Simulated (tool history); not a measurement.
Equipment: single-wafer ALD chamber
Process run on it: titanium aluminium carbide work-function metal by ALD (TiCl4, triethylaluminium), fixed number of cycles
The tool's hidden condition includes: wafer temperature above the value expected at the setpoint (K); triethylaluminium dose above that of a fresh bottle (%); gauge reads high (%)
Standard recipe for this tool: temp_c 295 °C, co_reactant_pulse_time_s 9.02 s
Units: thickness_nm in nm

| run | hour | temp_c | co_reactant_pulse_time_s | wafers since the last listed run | hours since the last thermocouple change | hours since the last triethylaluminium bottle change | hours since the showerhead was replaced | hours since the gauge calibration | read-back reference wafer on the same gauge, thickness_nm | thickness_nm |
|---|---|---|---|---|---|---|---|---|---|---|
| 1 | 0 | 295 | 9.02 | 0 | 2158.8 | 669 | 3564.5 | 231.3 | 2.248 | 1.872 |
| 2 | 64.3 | 295 | 9.02 | 451 | 2223.1 | 733.3 | 3628.8 | 295.6 | 2.252 | 1.862 |
| 3 | 95.8 | 295 | 9.02 | 221 | 2254.6 | 764.8 | 3660.3 | 327.1 | 2.25 | 1.86 |
| 4 | 131.3 | 295 | 9.02 | 249 | 2290.1 | 800.3 | 3695.8 | 362.6 | 2.25 | 1.878 |
| 5 | 179.4 | 295 | 9.02 | 337 | 2338.2 | 848.4 | 3743.9 | 410.7 | 2.25 | 1.857 |
| 6 | 206.6 | 295 | 9.02 | 190 | 2365.4 | 875.6 | 3771.1 | 437.9 | 2.253 | 1.849 |
| 7 | 254 | 295 | 7.82 | 332 | 2412.8 | 923 | 3818.5 | 485.3 | 2.252 | 1.794 |
|  | 264.9 | triethylaluminium bottle replaced |
| 8 | 296.8 | 295 | 7.82 | 244 | 2455.6 | 31.9 | 3861.3 | 528.1 | 2.249 | 1.828 |
| 9 | 356.9 | 295 | 7.82 | 421 | 2515.7 | 92 | 3921.4 | 588.2 | 2.25 | 1.825 |
| 10 | 388.8 | 295 | 9.02 | 223 | 2547.6 | 123.9 | 3953.3 | 620.1 | 2.249 | 1.879 |
| 11 | 448 | 295 | 9.02 | 415 | 2606.8 | 183.1 | 4012.5 | 679.3 | 2.252 | 1.881 |
| 12 | 478.9 | 295 | 9.02 | 216 | 2637.7 | 214 | 4043.4 | 710.2 | 2.249 | 1.87 |
|  | 507 | showerhead replaced |
| 13 | 507.5 | 295 | 9.02 | 144 | 2666.3 | 242.6 | 0.5 | 738.8 | 2.248 | 1.869 |
| 14 | 553.6 | 295 | 9.02 | 323 | 2712.4 | 288.7 | 46.6 | 784.9 | 2.253 | 1.877 |
|  | 602.4 | gauge calibrated |
| 15 | 749.7 | 306 | 10.63 | 1375 | 2908.5 | 484.8 | 242.7 | 147.3 | 2.25 | 1.994 |
| 16 | 787.8 | 309 | 10.22 | 267 | 2946.6 | 522.9 | 280.8 | 185.4 | 2.252 | 1.995 |
|  | 830.5 | thermocouple changed; heater temperature recalibrated |
| 17 | 833.1 | 309 | 5.55 | 261 | 2.6 | 568.2 | 326.1 | 230.7 | 2.249 | 1.759 |
| 18 | 884.7 | 295 | 7.82 | 362 | 54.2 | 619.8 | 377.7 | 282.3 | 2.251 | 1.845 |
| 19 | 965.9 | 282 | 6.85 | 569 | 135.4 | 701 | 458.9 | 363.5 | 2.25 | 1.67 |
| 20 | 1007 | 306 | 10.63 | 288 | 176.5 | 742.1 | 500 | 404.6 | 2.25 | 2.043 |
|  | 1032.4 | triethylaluminium bottle replaced |
| 21 | 1193.8 | 290 | 11.12 | 1254 | 363.3 | 161.4 | 686.8 | 591.4 | 2.25 | 1.937 |
| 22 | 1251 | 295 | 9.02 | 401 | 420.5 | 218.6 | 744 | 648.6 | 2.251 | 1.93 |
| 23 | 1278.4 | 295 | 9.02 | 192 | 447.9 | 246 | 771.4 | 676 | 2.25 | 1.92 |
| 24 | 1320.1 | 284 | 11 | 292 | 489.6 | 287.7 | 813.1 | 717.7 | 2.249 | 1.88 |
| 25 | 1349.7 | 295 | 9.02 | 207 | 519.2 | 317.3 | 842.7 | 747.3 | 2.25 | 1.934 |
| 26 | 1504.2 | 281 | 7.82 | 1084 | 673.7 | 471.8 | 997.2 | 901.8 | 2.25 | 1.751 |
| 27 | 1554.7 | 295 | 11.25 | 354 | 724.2 | 522.3 | 1047.7 | 952.3 | 2.248 | 1.965 |
| 28 | 1608.4 | 302 | 9.02 | 376 | 777.9 | 576 | 1101.4 | 1006 | 2.25 | 1.963 |
| 29 | 1633.1 | 282 | 11.3 | 173 | 802.6 | 600.7 | 1126.1 | 1030.7 | 2.251 | 1.857 |
| 30 | 1657.9 | 309 | 9.02 | 174 | 827.4 | 625.5 | 1150.9 | 1055.5 | 2.252 | 2.027 |

For each entry between runs, how does the tool's hidden state at the last listed run before it compare with that at the first listed run after it?
From run 7 to run 8: triethylaluminium bottle replaced (hour 264.9)
  wafer temperature above the value expected at the setpoint (K): -5.09 -> -5.25; triethylaluminium dose above that of a fresh bottle (%): -11.5 -> -2.52
  what was measured, less what the result would be without the hidden state, thickness_nm: -0.09 -> -0.051 nm
From run 12 to run 13: showerhead replaced (hour 507)
  wafer temperature above the value expected at the setpoint (K): -5.99 -> -6.11; triethylaluminium dose above that of a fresh bottle (%): -3.1 -> -3.27
  what was measured, less what the result would be without the hidden state, thickness_nm: -0.057 -> -0.058 nm
From run 14 to run 15: gauge calibrated (hour 602.4)
  wafer temperature above the value expected at the setpoint (K): -6.31 -> -7.18; triethylaluminium dose above that of a fresh bottle (%): -3.6 -> -5.58
  what was measured, less what the result would be without the hidden state, thickness_nm: -0.061 -> -0.071 nm
From run 16 to run 17: thermocouple changed; heater temperature recalibrated (hour 830.5)
  wafer temperature above the value expected at the setpoint (K): -7.36 -> -0.307; triethylaluminium dose above that of a fresh bottle (%): -6.08 -> -6.73
  what was measured, less what the result would be without the hidden state, thickness_nm: -0.075 -> -0.048 nm
From run 20 to run 21: triethylaluminium bottle replaced (hour 1032.4)
  wafer temperature above the value expected at the setpoint (K): -0.331 -> -0.411; triethylaluminium dose above that of a fresh bottle (%): -9.71 -> -0.85
  what was measured, less what the result would be without the hidden state, thickness_nm: -0.027 -> -0.005 nm
